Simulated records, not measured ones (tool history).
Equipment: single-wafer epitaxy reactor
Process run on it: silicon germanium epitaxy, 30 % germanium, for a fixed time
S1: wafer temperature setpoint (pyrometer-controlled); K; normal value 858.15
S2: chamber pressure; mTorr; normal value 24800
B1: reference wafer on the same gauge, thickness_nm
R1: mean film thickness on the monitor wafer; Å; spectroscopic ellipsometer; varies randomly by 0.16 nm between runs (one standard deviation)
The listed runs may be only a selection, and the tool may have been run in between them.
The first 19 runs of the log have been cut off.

run 20 day=44.567 | S1=845.15 S2=30000 | B1=44.890 | R1=398.60
run 21 day=46.767 | S1=851.15 S2=20200 | B1=44.916 | R1=367.34
-- day=48.233 pyrometer calibrated
run 22 day=49.375 | S1=871.15 S2=24800 | B1=44.903 | R1=607.58
run 23 day=52.104 | S1=858.15 S2=24800 | B1=44.931 | R1=480.22
run 24 day=57.667 | S1=868.15 S2=26400 | B1=44.928 | R1=591.08
-- day=58.217 gauge calibrated
run 25 day=60.083 | S1=843.15 S2=29900 | B1=44.891 | R1=397.10
-- day=64.458 capacitance manometer re-zeroed and calibrated
run 26 day=64.479 | S1=858.15 S2=24800 | B1=44.886 | R1=479.12
run 27 day=66.592 | S1=858.15 S2=19700 | B1=44.906 | R1=431.07
run 28 day=69.100 | S1=858.15 S2=24800 | B1=44.924 | R1=479.80
run 29 day=70.429 | S1=846.15 S2=20500 | B1=44.877 | R1=352.77
run 30 day=72.692 | S1=858.15 S2=24800 | B1=44.894 | R1=480.78
run 31 day=74.867 | S1=846.15 S2=24800 | B1=44.909 | R1=385.90
run 32 day=76.446 | S1=847.15 S2=26600 | B1=44.866 | R1=402.91
run 33 day=79.279 | S1=858.15 S2=24800 | B1=44.904 | R1=481.02
run 34 day=82.112 | S1=854.15 S2=31000 | B1=44.902 | R1=493.22
run 35 day=85.079 | S1=871.15 S2=21000 | B1=44.912 | R1=556.13

4 options for the next run, each taken on its own from the tool as it stands now. Forecast them:
run A day=85.096 | S1=858.15 S2=28700 | B1=? | R1=?
run B day=85.096 | S1=847.15 S2=30500 | B1=? | R1=?
run C day=85.096 | S1=844.15 S2=29900 | B1=? | R1=?
run D day=85.096 | S1=844.15 S2=21800 | B1=? | R1=?

run=A B1=44.881 R1=512.28
run=B B1=44.881 R1=430.41
run=C B1=44.881 R1=403.30
run=D B1=44.881 R1=347.73
Had the tool no hidden state, the same runs would have come out as:
run=A R1=514.39
run=B R1=432.23
run=C R1=405.02
run=D R1=349.21
